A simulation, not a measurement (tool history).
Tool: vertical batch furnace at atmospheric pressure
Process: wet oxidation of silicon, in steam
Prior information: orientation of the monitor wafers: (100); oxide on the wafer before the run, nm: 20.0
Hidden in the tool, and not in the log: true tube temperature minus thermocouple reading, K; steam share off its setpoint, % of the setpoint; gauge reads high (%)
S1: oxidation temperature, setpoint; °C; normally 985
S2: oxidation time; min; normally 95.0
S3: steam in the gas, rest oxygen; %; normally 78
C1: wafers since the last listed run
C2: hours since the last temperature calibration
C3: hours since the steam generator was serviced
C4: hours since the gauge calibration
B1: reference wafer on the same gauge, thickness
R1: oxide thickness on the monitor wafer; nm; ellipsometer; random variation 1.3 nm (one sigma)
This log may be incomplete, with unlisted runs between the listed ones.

run,hour,S1,S2,S3,C1,C2,C3,C4,B1,R1
1,0.0,985,95.0,78,0,3037.3,1276.1,751.5,407.01,410.64
2,47.6,985,95.0,78,391,3084.9,1323.7,799.1,407.22,412.32
3,103.6,985,95.0,78,461,3140.9,1379.7,855.1,407.02,410.91
4,171.5,985,95.0,78,559,3208.8,1447.6,923.0,406.89,410.59
5,289.1,985,95.0,78,968,3326.4,1565.2,1040.6,407.06,409.91
6,337.1,985,95.0,78,395,3374.4,1613.2,1088.6,406.77,411.58
7,366.2,985,95.0,78,239,3403.5,1642.3,1117.7,407.08,409.84
8,418.8,985,82.5,78,433,3456.1,1694.9,1170.3,407.12,374.88
9,465.6,985,82.5,78,385,3502.9,1741.7,1217.1,407.09,373.16
10,509.8,985,95.0,78,363,3547.1,1785.9,1261.3,407.09,408.96
# hour 580.8: thermocouples replaced and temperature profile calibrated
11,581.3,985,95.0,72,391,0.5,1857.4,1332.8,407.23,387.53
12,632.5,985,95.0,72,421,51.7,1908.6,1384.0,407.12,387.17
# hour 707.2: steam generator serviced
13,707.7,985,95.0,72,421,126.9,0.5,1459.2,406.84,397.22
# hour 719.2: gauge calibrated
14,736.5,985,95.0,82,237,155.7,29.3,17.3,406.90,432.58
15,800.4,985,95.0,78,526,219.6,93.2,81.2,407.03,416.59
16,832.1,985,73.5,69,261,251.3,124.9,112.9,407.29,322.81
17,880.3,1010,95.0,78,396,299.5,173.1,161.1,407.03,491.76
18,927.9,964,132.5,67,391,347.1,220.7,208.7,406.95,402.87
19,962.6,985,95.0,78,285,381.8,255.4,243.4,407.03,415.79
20,1004.3,985,95.0,78,343,423.5,297.1,285.1,407.11,413.73
21,1082.4,997,67.5,87,643,501.6,375.2,363.2,406.79,387.71
22,1119.0,961,95.0,78,301,538.2,411.8,399.8,407.21,345.15
23,1185.1,985,95.0,78,544,604.3,477.9,465.9,406.90,415.16
24,1229.8,994,50.5,82,368,649.0,522.6,510.6,406.88,297.04
25,1278.8,985,127.5,78,403,698.0,571.6,559.6,407.04,503.00
26,1347.5,976,127.5,88,565,766.7,640.3,628.3,407.07,510.62
27,1394.2,967,79.5,84,384,813.4,687.0,675.0,406.73,335.89
28,1425.3,985,120.0,67,256,844.5,718.1,706.1,407.09,436.62
29,1489.0,985,78.5,78,524,908.2,781.8,769.8,406.93,362.69
30,1656.7,985,95.0,72,1380,1075.9,949.5,937.5,406.99,389.58
31,1718.5,985,95.0,78,508,1137.7,1011.3,999.3,406.98,411.55
32,1897.3,985,95.0,78,1472,1316.5,1190.1,1178.1,406.95,412.22
33,1929.7,999,95.0,70,266,1348.9,1222.5,1210.5,407.07,419.70

5 options for the next run, each taken on its own from the tool as it stands now. Forecast them:
A,1934.9,985,95.0,78,42,1354.1,1227.7,1215.7,?,?
B,1934.9,985,109.5,78,42,1354.1,1227.7,1215.7,?,?
C,1934.9,985,71.0,88,42,1354.1,1227.7,1215.7,?,?
D,1934.9,966,135.5,89,42,1354.1,1227.7,1215.7,?,?
E,1934.9,963,95.0,78,42,1354.1,1227.7,1215.7,?,?

run,B1,R1
A,406.94,409.80
B,406.94,450.75
C,406.94,364.94
D,406.94,496.09
E,406.94,345.71
What these runs would have given with no unlogged condition in the tool:
run,R1
A,419.68
B,461.47
C,373.87
D,508.07
E,354.50

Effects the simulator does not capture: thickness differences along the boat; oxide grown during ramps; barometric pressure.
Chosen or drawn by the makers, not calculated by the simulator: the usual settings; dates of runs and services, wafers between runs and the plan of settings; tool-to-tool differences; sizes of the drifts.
